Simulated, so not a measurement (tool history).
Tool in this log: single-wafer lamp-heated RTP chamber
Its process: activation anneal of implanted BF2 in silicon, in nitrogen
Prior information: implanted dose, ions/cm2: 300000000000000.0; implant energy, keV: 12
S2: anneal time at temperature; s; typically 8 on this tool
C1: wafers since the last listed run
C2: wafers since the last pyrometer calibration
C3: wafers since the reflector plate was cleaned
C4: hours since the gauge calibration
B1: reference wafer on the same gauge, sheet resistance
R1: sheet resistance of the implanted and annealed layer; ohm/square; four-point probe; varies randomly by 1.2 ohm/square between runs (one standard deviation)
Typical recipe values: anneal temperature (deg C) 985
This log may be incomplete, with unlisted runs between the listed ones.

run 1 day=0 | anneal_temperature_(deg_C)=985 S2=7 | C1=0 C2=5062 C3=9082 C4=91 | B1=344.5 | R1=412.11
run 2 day=1.15 | anneal_temperature_(deg_C)=985 S2=7 | C1=317 C2=5379 C3=9399 C4=118.6 | B1=344.37 | R1=411.49
run 3 day=1.767 | anneal_temperature_(deg_C)=985 S2=8 | C1=170 C2=5549 C3=9569 C4=133.4 | B1=344.15 | R1=408.23
run 4 day=2.279 | anneal_temperature_(deg_C)=985 S2=8 | C1=141 C2=5690 C3=9710 C4=145.7 | B1=344.04 | R1=409.62
run 5 day=3.712 | anneal_temperature_(deg_C)=985 S2=8 | C1=395 C2=6086 C3=10106 C4=180.1 | B1=344.22 | R1=411.77
run 6 day=4.708 | anneal_temperature_(deg_C)=985 S2=8 | C1=274 C2=6360 C3=10380 C4=204 | B1=343.6 | R1=410.81
run 7 day=5.342 | anneal_temperature_(deg_C)=985 S2=8 | C1=174 C2=6535 C3=10555 C4=219.2 | B1=343.47 | R1=407.28
run 8 day=6.483 | anneal_temperature_(deg_C)=985 S2=8 | C1=314 C2=6850 C3=10870 C4=246.6 | B1=343.7 | R1=409.75
run 9 day=7.025 | anneal_temperature_(deg_C)=985 S2=8 | C1=149 C2=6999 C3=11019 C4=259.6 | B1=343.85 | R1=408.3
-- day=7.117 gauge calibrated
run 10 day=7.621 | anneal_temperature_(deg_C)=985 S2=8 | C1=164 C2=7164 C3=11184 C4=12.1 | B1=344.06 | R1=410.9
run 11 day=8.308 | anneal_temperature_(deg_C)=985 S2=13 | C1=189 C2=7353 C3=11373 C4=28.6 | B1=343.79 | R1=402.83
run 12 day=9.317 | anneal_temperature_(deg_C)=1001 S2=8 | C1=278 C2=7631 C3=11651 C4=52.8 | B1=343.8 | R1=400.8
run 13 day=10.504 | anneal_temperature_(deg_C)=1013 S2=8 | C1=327 C2=7959 C3=11979 C4=81.3 | B1=344.01 | R1=396.02
-- day=11.542 reflector plate cleaned
-- day=12.192 pyrometer window cleaned and pyrometer calibrated
run 14 day=12.212 | anneal_temperature_(deg_C)=993 S2=12 | C1=287 C2=5 C3=92 C4=122.3 | B1=343.91 | R1=406.52
run 15 day=12.558 | anneal_temperature_(deg_C)=985 S2=11 | C1=95 C2=101 C3=188 C4=130.6 | B1=343.97 | R1=413.83
run 16 day=13.288 | anneal_temperature_(deg_C)=967 S2=5 | C1=201 C2=302 C3=389 C4=148.1 | B1=343.8 | R1=446.19
run 17 day=14.246 | anneal_temperature_(deg_C)=985 S2=8 | C1=264 C2=566 C3=653 C4=171.1 | B1=344.07 | R1=416.38
run 18 day=15.479 | anneal_temperature_(deg_C)=1012 S2=8 | C1=340 C2=906 C3=993 C4=200.7 | B1=344.51 | R1=398.18
run 19 day=16.946 | anneal_temperature_(deg_C)=960 S2=6 | C1=404 C2=1311 C3=1398 C4=235.9 | B1=343.61 | R1=455.88

Expected results for the next run?
run 20 day=18.096 | anneal_temperature_(deg_C)=985 S2=8 | C1=317 C2=1628 C3=1715 C4=263.5 | B1=? | R1=?

{"run 20": {"B1": 343.87, "R1": 413.08}}
Minus the tool's unlogged condition, the same run would have read R1 415.6 ohm/square.
